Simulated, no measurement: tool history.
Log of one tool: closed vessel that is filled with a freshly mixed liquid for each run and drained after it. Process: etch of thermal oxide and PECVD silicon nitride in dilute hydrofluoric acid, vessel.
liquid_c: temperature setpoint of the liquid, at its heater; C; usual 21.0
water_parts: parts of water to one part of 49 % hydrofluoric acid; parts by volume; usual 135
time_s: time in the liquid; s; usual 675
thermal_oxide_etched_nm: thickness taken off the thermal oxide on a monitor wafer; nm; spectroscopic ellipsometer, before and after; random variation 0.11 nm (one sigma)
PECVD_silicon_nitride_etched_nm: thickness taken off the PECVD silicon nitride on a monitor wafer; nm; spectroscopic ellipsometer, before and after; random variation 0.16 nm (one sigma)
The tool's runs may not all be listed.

run,hour,liquid_c,water_parts,time_s,"read-back film thickness of the thermal oxide reference wafer, read on the same gauge (nm)","read-back film thickness of the PECVD silicon nitride reference wafer, read on the same gauge (nm)",thermal_oxide_etched_nm,PECVD_silicon_nitride_etched_nm
1,0.0,21.0,135,975,89.99,110.05,28.87,26.72
2,17.2,21.0,135,975,90.02,109.99,29.19,26.62
3,26.0,21.0,135,975,90.01,109.99,29.06,26.27
4,32.7,19.0,95,675,90.02,110.05,27.77,22.52
5,55.7,19.0,95,675,90.01,110.01,27.79,22.90
6,69.5,21.0,180,675,89.99,109.96,14.08,14.00
7,86.6,21.0,180,675,90.00,110.02,14.30,13.75
8,96.1,21.0,180,675,89.99,109.97,14.28,13.96
9,112.1,21.0,135,675,90.04,109.98,20.21,18.59
# hour 121.2: hydrofluoric acid flow meter replaced
10,121.7,23.5,135,370,90.01,110.01,14.00,13.88
11,128.3,21.0,135,675,90.00,109.99,23.25,21.04
12,145.9,23.0,185,675,89.99,109.99,17.39,17.48
13,163.9,17.0,90,675,90.02,110.02,31.69,24.55
14,176.7,21.0,135,1010,89.99,110.01,35.07,31.75
15,193.1,19.0,95,675,89.99,110.01,32.26,26.42
16,202.7,25.0,135,960,89.98,109.98,38.56,39.08
# hour 203.9: thermometer replaced
# hour 224.0: gauge calibrated
17,256.0,25.5,170,910,89.96,110.00,25.53,25.28
18,267.3,17.0,180,675,90.01,110.00,12.71,10.16
19,284.0,21.0,135,675,90.01,109.99,21.06,17.63
20,297.4,25.0,135,675,89.99,109.99,24.35,22.96
21,314.9,21.0,135,520,89.97,109.97,16.16,13.41
22,322.6,21.0,95,840,89.99,109.98,39.09,31.41
23,329.8,21.0,135,675,90.00,110.01,20.90,17.66
24,347.3,23.0,135,675,90.02,109.99,22.82,20.27
25,363.5,21.0,135,880,90.00,110.00,27.36,23.50

Some steps in thermal_oxide_etched_nm between neighbouring runs. How much of each would the tool show without its hidden state too (settings, what came in, random variation), and how much is left for the hidden state, with any gauge scatter that isn't in both results?
The hidden state here: liquid hotter than its thermometer reads (K); hydrofluoric acid flow below the setpoint (%); gauge reads high (%).
Run 9 -> 10: liquid_c 21.0 -> 23.5, time_s 675 -> 370, hydrofluoric acid flow meter replaced. thermal_oxide_etched_nm -6.21 nm: hidden state +2.40, all else -8.61.
Run 16 -> 17: liquid_c 25.0 -> 25.5, water_parts 135 -> 170, time_s 960 -> 910, thermometer replaced, gauge calibrated. thermal_oxide_etched_nm -13.03 nm: hidden state -3.91, all else -9.12.
Run 21 -> 22: water_parts 135 -> 95, time_s 520 -> 840. thermal_oxide_etched_nm +22.93 nm: hidden state -0.36, all else +23.29.
Run 22 -> 23: water_parts 95 -> 135, time_s 840 -> 675. thermal_oxide_etched_nm -18.19 nm: hidden state +0.27, all else -18.46.

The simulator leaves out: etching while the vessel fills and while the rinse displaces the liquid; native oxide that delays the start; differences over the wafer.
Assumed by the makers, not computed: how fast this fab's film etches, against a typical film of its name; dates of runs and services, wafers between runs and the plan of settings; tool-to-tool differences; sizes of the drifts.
